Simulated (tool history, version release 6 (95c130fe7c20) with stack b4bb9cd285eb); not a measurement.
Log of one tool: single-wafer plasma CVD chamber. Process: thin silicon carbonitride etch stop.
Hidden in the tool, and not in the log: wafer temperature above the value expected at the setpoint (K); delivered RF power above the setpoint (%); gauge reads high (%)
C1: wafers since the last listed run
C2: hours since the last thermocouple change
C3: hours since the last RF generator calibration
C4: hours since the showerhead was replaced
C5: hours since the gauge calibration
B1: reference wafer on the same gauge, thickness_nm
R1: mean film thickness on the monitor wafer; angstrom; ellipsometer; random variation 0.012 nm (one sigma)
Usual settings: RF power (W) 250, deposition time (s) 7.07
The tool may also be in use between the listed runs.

{"run": 1, "hour": 0.0, "RF power (W)": 250, "deposition time (s)": 7.07, "C1": 0, "C2": 753.2, "C3": 495.3, "C4": 5004.8, "C5": 74.2, "B1": 4.94, "R1": 47.87}
{"run": 2, "hour": 10.2, "RF power (W)": 265, "deposition time (s)": 7.07, "C1": 322, "C2": 763.4, "C3": 505.5, "C4": 5015, "C5": 84.4, "B1": 4.939, "R1": 48.93}
{"run": 3, "hour": 24.1, "RF power (W)": 265, "deposition time (s)": 7.07, "C1": 438, "C2": 777.3, "C3": 519.4, "C4": 5028.9, "C5": 98.3, "B1": 4.941, "R1": 49}
{"run": 4, "hour": 41.5, "RF power (W)": 250, "deposition time (s)": 7.07, "C1": 549, "C2": 794.7, "C3": 536.8, "C4": 5046.3, "C5": 115.7, "B1": 4.943, "R1": 47.93}
{"run": 5, "hour": 59.3, "RF power (W)": 250, "deposition time (s)": 7.07, "C1": 562, "C2": 812.5, "C3": 554.6, "C4": 5064.1, "C5": 133.5, "B1": 4.94, "R1": 47.53}
{"run": 6, "hour": 66.2, "RF power (W)": 250, "deposition time (s)": 7.07, "C1": 217, "C2": 819.4, "C3": 561.5, "C4": 5071, "C5": 140.4, "B1": 4.935, "R1": 47.67}
{"run": 7, "hour": 74.2, "RF power (W)": 250, "deposition time (s)": 7.61, "C1": 252, "C2": 827.4, "C3": 569.5, "C4": 5079, "C5": 148.4, "B1": 4.944, "R1": 51.47}
{"run": 8, "hour": 90.0, "RF power (W)": 250, "deposition time (s)": 8.05, "C1": 498, "C2": 843.2, "C3": 585.3, "C4": 5094.8, "C5": 164.2, "B1": 4.938, "R1": 54.31}
{"run": 9, "hour": 107.6, "RF power (W)": 250, "deposition time (s)": 7.07, "C1": 555, "C2": 860.8, "C3": 602.9, "C4": 5112.4, "C5": 181.8, "B1": 4.939, "R1": 47.68}
{"run": 10, "hour": 120.2, "RF power (W)": 250, "deposition time (s)": 7.07, "C1": 397, "C2": 873.4, "C3": 615.5, "C4": 5125, "C5": 194.4, "B1": 4.937, "R1": 47.58}
{"run": 11, "hour": 129.5, "RF power (W)": 215, "deposition time (s)": 6.11, "C1": 293, "C2": 882.7, "C3": 624.8, "C4": 5134.3, "C5": 203.7, "B1": 4.939, "R1": 38.87}
{"run": 12, "hour": 137.1, "RF power (W)": 295, "deposition time (s)": 7.07, "C1": 240, "C2": 890.3, "C3": 632.4, "C4": 5141.9, "C5": 211.3, "B1": 4.943, "R1": 50.52}
{"hour": 189.9, "done": "thermocouple changed; heater temperature recalibrated"}
{"run": 13, "hour": 191.0, "RF power (W)": 220, "deposition time (s)": 7.6, "C1": 1449, "C2": 1.1, "C3": 686.3, "C4": 5195.8, "C5": 265.2, "B1": 4.94, "R1": 48.69}
{"run": 14, "hour": 200.0, "RF power (W)": 250, "deposition time (s)": 7.07, "C1": 284, "C2": 10.1, "C3": 695.3, "C4": 5204.8, "C5": 274.2, "B1": 4.939, "R1": 47.29}
{"hour": 205.6, "done": "gauge calibrated"}
{"hour": 218.1, "done": "RF generator calibrated"}
{"run": 15, "hour": 218.6, "RF power (W)": 205, "deposition time (s)": 6.47, "C1": 334, "C2": 28.7, "C3": 0.5, "C4": 5223.4, "C5": 13, "B1": 4.938, "R1": 41.21}
{"hour": 228.3, "done": "showerhead replaced"}
{"run": 16, "hour": 229.2, "RF power (W)": 215, "deposition time (s)": 7.84, "C1": 82, "C2": 39.3, "C3": 11.1, "C4": 0.9, "C5": 23.6, "B1": 4.938, "R1": 51.17}
{"run": 17, "hour": 242.7, "RF power (W)": 270, "deposition time (s)": 5.78, "C1": 426, "C2": 52.8, "C3": 24.6, "C4": 14.4, "C5": 37.1, "B1": 4.942, "R1": 41.26}
{"run": 18, "hour": 249.6, "RF power (W)": 250, "deposition time (s)": 7.07, "C1": 217, "C2": 59.7, "C3": 31.5, "C4": 21.3, "C5": 44, "B1": 4.942, "R1": 49.11}
{"run": 19, "hour": 264.5, "RF power (W)": 280, "deposition time (s)": 7.07, "C1": 470, "C2": 74.6, "C3": 46.4, "C4": 36.2, "C5": 58.9, "B1": 4.945, "R1": 51.25}
{"run": 20, "hour": 271.1, "RF power (W)": 250, "deposition time (s)": 7.07, "C1": 208, "C2": 81.2, "C3": 53, "C4": 42.8, "C5": 65.5, "B1": 4.939, "R1": 48.98}
{"run": 21, "hour": 286.3, "RF power (W)": 290, "deposition time (s)": 7.67, "C1": 480, "C2": 96.4, "C3": 68.2, "C4": 58, "C5": 80.7, "B1": 4.938, "R1": 56.23}

Hidden state at the last listed run before each entry between runs and at the first one after, where it differs:
Between runs 12 and 13: thermocouple changed; heater temperature recalibrated (hour 189.9)
  delivered RF power above the setpoint (%): -7.95 -> -8.48
  measured less the result without the state, R1: -1.69 -> -1.75 angstrom
Between runs 14 and 15: gauge calibrated (hour 205.6); RF generator calibrated (hour 218.1)
  delivered RF power above the setpoint (%): -8.57 -> -0.346
  measured less the result without the state, R1: -1.72 -> -0.06 angstrom
Between runs 15 and 16: showerhead replaced (hour 228.3)
  delivered RF power above the setpoint (%): -0.346 -> -0.452
  measured less the result without the state, R1: -0.06 -> -0.1 angstrom
